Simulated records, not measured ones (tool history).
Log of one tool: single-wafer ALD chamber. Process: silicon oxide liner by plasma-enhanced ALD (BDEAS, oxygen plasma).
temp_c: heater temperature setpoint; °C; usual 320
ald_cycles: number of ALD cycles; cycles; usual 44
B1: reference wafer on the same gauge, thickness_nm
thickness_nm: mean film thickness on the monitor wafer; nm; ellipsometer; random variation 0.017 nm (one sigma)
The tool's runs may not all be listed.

run 1 hour=0.0 | temp_c=314 ald_cycles=38 | B1=3.911 | thickness_nm=3.571
run 2 hour=52.8 | temp_c=314 ald_cycles=38 | B1=3.911 | thickness_nm=3.593
run 3 hour=100.2 | temp_c=320 ald_cycles=47 | B1=3.913 | thickness_nm=4.356
run 4 hour=130.7 | temp_c=320 ald_cycles=47 | B1=3.912 | thickness_nm=4.362
run 5 hour=181.2 | temp_c=320 ald_cycles=47 | B1=3.923 | thickness_nm=4.426
run 6 hour=248.2 | temp_c=320 ald_cycles=44 | B1=3.921 | thickness_nm=4.101
run 7 hour=304.7 | temp_c=320 ald_cycles=44 | B1=3.934 | thickness_nm=4.118
run 8 hour=350.1 | temp_c=320 ald_cycles=44 | B1=3.936 | thickness_nm=4.118
run 9 hour=410.8 | temp_c=320 ald_cycles=44 | B1=3.943 | thickness_nm=4.110
run 10 hour=444.3 | temp_c=330 ald_cycles=44 | B1=3.935 | thickness_nm=4.075
run 11 hour=531.5 | temp_c=330 ald_cycles=44 | B1=3.950 | thickness_nm=4.043
run 12 hour=566.3 | temp_c=324 ald_cycles=44 | B1=3.954 | thickness_nm=4.116
-- hour=629.1 gauge calibrated
run 13 hour=632.5 | temp_c=320 ald_cycles=44 | B1=3.871 | thickness_nm=4.066
run 14 hour=667.2 | temp_c=329 ald_cycles=37 | B1=3.877 | thickness_nm=3.368
run 15 hour=692.0 | temp_c=326 ald_cycles=49 | B1=3.878 | thickness_nm=4.485
run 16 hour=722.3 | temp_c=316 ald_cycles=53 | B1=3.877 | thickness_nm=4.944
run 17 hour=852.8 | temp_c=329 ald_cycles=37 | B1=3.892 | thickness_nm=3.404
-- hour=947.8 thermocouple changed; heater temperature recalibrated
run 18 hour=981.9 | temp_c=311 ald_cycles=53 | B1=3.898 | thickness_nm=5.014
run 19 hour=1045.3 | temp_c=331 ald_cycles=42 | B1=3.900 | thickness_nm=3.830
run 20 hour=1093.6 | temp_c=320 ald_cycles=44 | B1=3.909 | thickness_nm=4.084
run 21 hour=1134.6 | temp_c=305 ald_cycles=47 | B1=3.909 | thickness_nm=4.478
run 22 hour=1177.5 | temp_c=328 ald_cycles=39 | B1=3.916 | thickness_nm=3.603
run 23 hour=1205.6 | temp_c=320 ald_cycles=51 | B1=3.918 | thickness_nm=4.778
run 24 hour=1238.2 | temp_c=335 ald_cycles=46 | B1=3.924 | thickness_nm=4.180
run 25 hour=1270.8 | temp_c=320 ald_cycles=44 | B1=3.923 | thickness_nm=4.104
run 26 hour=1333.3 | temp_c=320 ald_cycles=36 | B1=3.929 | thickness_nm=3.363
run 27 hour=1382.6 | temp_c=332 ald_cycles=38 | B1=3.937 | thickness_nm=3.484

Forecast each of these 4 alternatives for the next run:
run A hour=1383.1 | temp_c=320 ald_cycles=44 | B1=? | thickness_nm=?
run B hour=1383.1 | temp_c=310 ald_cycles=48 | B1=? | thickness_nm=?
run C hour=1383.1 | temp_c=327 ald_cycles=47 | B1=? | thickness_nm=?
run D hour=1383.1 | temp_c=332 ald_cycles=49 | B1=? | thickness_nm=?

run=A B1=3.933 thickness_nm=4.131
run=B B1=3.933 thickness_nm=4.576
run=C B1=3.933 thickness_nm=4.364
run=D B1=3.933 thickness_nm=4.515
Without the tool's hidden state the same runs would have given:
run=A thickness_nm=4.065
run=B thickness_nm=4.503
run=C thickness_nm=4.295
run=D thickness_nm=4.443
